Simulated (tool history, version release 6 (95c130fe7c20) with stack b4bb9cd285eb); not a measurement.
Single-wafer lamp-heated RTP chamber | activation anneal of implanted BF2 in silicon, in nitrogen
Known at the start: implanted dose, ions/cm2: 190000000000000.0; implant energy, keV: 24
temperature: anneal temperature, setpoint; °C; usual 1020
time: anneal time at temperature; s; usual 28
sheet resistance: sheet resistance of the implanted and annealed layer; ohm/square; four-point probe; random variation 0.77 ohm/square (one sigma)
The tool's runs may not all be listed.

| run | hour | temperature | time | read-back reference wafer on the same gauge, sheet resistance | sheet resistance |
|---|---|---|---|---|---|
| 1 | 0.0 | 1020 | 17 | 593.14 | 518.74 |
| 2 | 46.4 | 1020 | 17 | 592.64 | 518.89 |
| 3 | 179.2 | 1020 | 17 | 592.22 | 516.49 |
|  | 223.5 | pyrometer window cleaned and pyrometer calibrated |
|  | 298.4 | reflector plate cleaned |
| 4 | 345.4 | 1041 | 28 | 590.62 | 509.57 |
| 5 | 413.3 | 1020 | 34 | 589.84 | 509.92 |
| 6 | 478.8 | 1020 | 24 | 588.84 | 512.29 |
|  | 521.5 | pyrometer window cleaned and pyrometer calibrated |
| 7 | 531.8 | 1020 | 24 | 588.49 | 512.92 |
|  | 569.6 | reflector plate cleaned |
| 8 | 603.2 | 1020 | 24 | 586.95 | 510.79 |
| 9 | 667.9 | 1020 | 35 | 585.79 | 506.71 |
| 10 | 694.8 | 1020 | 35 | 585.34 | 506.48 |
| 11 | 751.9 | 1020 | 35 | 584.23 | 504.61 |
| 12 | 776.5 | 1008 | 32 | 583.79 | 506.79 |
|  | 783.7 | gauge calibrated |
|  | 815.6 | pyrometer window cleaned and pyrometer calibrated |
| 13 | 826.9 | 1020 | 28 | 594.97 | 516.48 |
|  | 850.7 | reflector plate cleaned |
| 14 | 856.1 | 1020 | 36 | 594.51 | 514.58 |
| 15 | 891.4 | 1020 | 24 | 594.51 | 515.45 |
| 16 | 925.2 | 1020 | 24 | 594.25 | 517.34 |
| 17 | 962.5 | 1049 | 32 | 594.29 | 509.71 |
| 18 | 1010.5 | 1020 | 28 | 594.14 | 515.17 |
| 19 | 1036.1 | 1020 | 42 | 593.94 | 512.11 |
|  | 1066.5 | pyrometer window cleaned and pyrometer calibrated |
| 20 | 1084.8 | 1032 | 23 | 593.51 | 515.74 |
|  | 1126.7 | reflector plate cleaned |
| 21 | 1130.2 | 1032 | 13 | 593.19 | 519.56 |
| 22 | 1160.5 | 1003 | 19 | 592.89 | 519.23 |
| 23 | 1260.0 | 1020 | 28 | 591.91 | 513.64 |
|  | 1306.0 | pyrometer window cleaned and pyrometer calibrated |
| 24 | 1306.5 | 1045 | 34 | 591.56 | 508.29 |

5 ways to go on from here, each from the tool as it stands after run 24. What would each give?
| A | 1306.9 | 1020 | 28 | ? | ? |
| B | 1306.9 | 1009 | 35 | ? | ? |
| C | 1306.9 | 1044 | 12 | ? | ? |
| D | 1306.9 | 1033 | 19 | ? | ? |
| E | 1306.9 | 1009 | 44 | ? | ? |

| run | read-back reference wafer on the same gauge, sheet resistance | sheet resistance |
|---|---|---|
| A | 591.54 | 512.92 |
| B | 591.54 | 512.47 |
| C | 591.54 | 517.05 |
| D | 591.54 | 514.62 |
| E | 591.54 | 510.49 |
Without the tool's hidden state the same runs would have given:
| run | sheet resistance |
|---|---|
| A | 515.13 |
| B | 514.68 |
| C | 519.28 |
| D | 516.84 |
| E | 512.70 |
